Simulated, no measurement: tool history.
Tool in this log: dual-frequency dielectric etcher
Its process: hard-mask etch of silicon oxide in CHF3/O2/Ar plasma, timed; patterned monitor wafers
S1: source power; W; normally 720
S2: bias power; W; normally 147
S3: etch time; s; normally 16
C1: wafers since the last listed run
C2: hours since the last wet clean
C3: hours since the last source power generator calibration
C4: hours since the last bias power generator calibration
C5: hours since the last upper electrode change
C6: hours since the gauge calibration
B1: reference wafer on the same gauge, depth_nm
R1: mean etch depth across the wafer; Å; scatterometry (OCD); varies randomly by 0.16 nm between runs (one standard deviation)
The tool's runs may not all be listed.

{"run": 1, "hour": 0.0, "S1": 720, "S2": 172, "S3": 16, "C1": 0, "C2": 196.9, "C3": 4147.7, "C4": 3450.8, "C5": 5307, "C6": 126.7, "B1": 37.39, "R1": 350.5}
{"run": 2, "hour": 8.4, "S1": 720, "S2": 172, "S3": 16, "C1": 168, "C2": 205.3, "C3": 4156.1, "C4": 3459.2, "C5": 5315.4, "C6": 135.1, "B1": 37.42, "R1": 350.5}
{"run": 3, "hour": 20.0, "S1": 720, "S2": 147, "S3": 16, "C1": 232, "C2": 216.9, "C3": 4167.7, "C4": 3470.8, "C5": 5327, "C6": 146.7, "B1": 37.4, "R1": 339.4}
{"run": 4, "hour": 28.7, "S1": 720, "S2": 147, "S3": 16, "C1": 174, "C2": 225.6, "C3": 4176.4, "C4": 3479.5, "C5": 5335.7, "C6": 155.4, "B1": 37.38, "R1": 336.1}
{"run": 5, "hour": 40.1, "S1": 720, "S2": 147, "S3": 16, "C1": 228, "C2": 237, "C3": 4187.8, "C4": 3490.9, "C5": 5347.1, "C6": 166.8, "B1": 37.4, "R1": 340.8}
{"run": 6, "hour": 70.0, "S1": 720, "S2": 147, "S3": 16, "C1": 600, "C2": 266.9, "C3": 4217.7, "C4": 3520.8, "C5": 5377, "C6": 196.7, "B1": 37.43, "R1": 339.1}
{"run": 7, "hour": 86.7, "S1": 600, "S2": 147, "S3": 16, "C1": 335, "C2": 283.6, "C3": 4234.4, "C4": 3537.5, "C5": 5393.7, "C6": 213.4, "B1": 37.4, "R1": 315.4}
{"run": 8, "hour": 94.4, "S1": 600, "S2": 147, "S3": 16, "C1": 154, "C2": 291.3, "C3": 4242.1, "C4": 3545.2, "C5": 5401.4, "C6": 221.1, "B1": 37.4, "R1": 317.9}
{"hour": 126.4, "done": "wet clean of the chamber"}
{"hour": 146.5, "done": "upper electrode replaced"}
{"run": 9, "hour": 147.0, "S1": 600, "S2": 147, "S3": 16, "C1": 170, "C2": 20.6, "C3": 4294.7, "C4": 3597.8, "C5": 0.5, "C6": 273.7, "B1": 37.35, "R1": 308.4}
{"run": 10, "hour": 147.3, "S1": 900, "S2": 127, "S3": 16, "C1": 6, "C2": 20.9, "C3": 4295, "C4": 3598.1, "C5": 0.8, "C6": 274, "B1": 37.39, "R1": 352.1}
{"run": 11, "hour": 154.1, "S1": 770, "S2": 136, "S3": 17.5, "C1": 136, "C2": 27.7, "C3": 4301.8, "C4": 3604.9, "C5": 7.6, "C6": 280.8, "B1": 37.38, "R1": 367.5}
{"hour": 166.9, "done": "source power generator calibrated"}
{"hour": 174.3, "done": "bias power generator calibrated"}
{"hour": 179.7, "done": "gauge calibrated"}
{"run": 12, "hour": 184.0, "S1": 720, "S2": 147, "S3": 16, "C1": 439, "C2": 57.6, "C3": 17.1, "C4": 9.7, "C5": 37.5, "C6": 4.3, "B1": 37.4, "R1": 332.5}
{"run": 13, "hour": 190.3, "S1": 720, "S2": 147, "S3": 19.5, "C1": 126, "C2": 63.9, "C3": 23.4, "C4": 16, "C5": 43.8, "C6": 10.6, "B1": 37.37, "R1": 409.5}
{"run": 14, "hour": 222.6, "S1": 820, "S2": 147, "S3": 16, "C1": 648, "C2": 96.2, "C3": 55.7, "C4": 48.3, "C5": 76.1, "C6": 42.9, "B1": 37.42, "R1": 352.1}
{"run": 15, "hour": 234.2, "S1": 890, "S2": 147, "S3": 16, "C1": 232, "C2": 107.8, "C3": 67.3, "C4": 59.9, "C5": 87.7, "C6": 54.5, "B1": 37.42, "R1": 369}
{"run": 16, "hour": 242.7, "S1": 650, "S2": 174, "S3": 19.5, "C1": 170, "C2": 116.3, "C3": 75.8, "C4": 68.4, "C5": 96.2, "C6": 63, "B1": 37.38, "R1": 409.8}
{"run": 17, "hour": 257.1, "S1": 720, "S2": 177, "S3": 13, "C1": 289, "C2": 130.7, "C3": 90.2, "C4": 82.8, "C5": 110.6, "C6": 77.4, "B1": 37.4, "R1": 288.3}
{"run": 18, "hour": 266.3, "S1": 620, "S2": 147, "S3": 16, "C1": 184, "C2": 139.9, "C3": 99.4, "C4": 92, "C5": 119.8, "C6": 86.6, "B1": 37.39, "R1": 318.2}
{"run": 19, "hour": 272.3, "S1": 720, "S2": 147, "S3": 16, "C1": 120, "C2": 145.9, "C3": 105.4, "C4": 98, "C5": 125.8, "C6": 92.6, "B1": 37.42, "R1": 337.4}

Forecast each of these 3 alternatives for the next run:
{"run": "A", "hour": 272.7, "S1": 720, "S2": 130, "S3": 16, "C1": 8, "C2": 146.3, "C3": 105.8, "C4": 98.4, "C5": 126.2, "C6": 93, "B1": "?", "R1": "?"}
{"run": "B", "hour": 272.7, "S1": 720, "S2": 115, "S3": 11, "C1": 8, "C2": 146.3, "C3": 105.8, "C4": 98.4, "C5": 126.2, "C6": 93, "B1": "?", "R1": "?"}
{"run": "C", "hour": 272.7, "S1": 720, "S2": 147, "S3": 17.5, "C1": 8, "C2": 146.3, "C3": 105.8, "C4": 98.4, "C5": 126.2, "C6": 93, "B1": "?", "R1": "?"}

run=A B1=37.39 R1=329.1
run=B B1=37.39 R1=219.9
run=C B1=37.39 R1=371
Take away the tool's hidden state, keep each run's random variation, and the runs would have read:
run=A R1=325.3
run=B R1=217.4
run=C R1=366.7
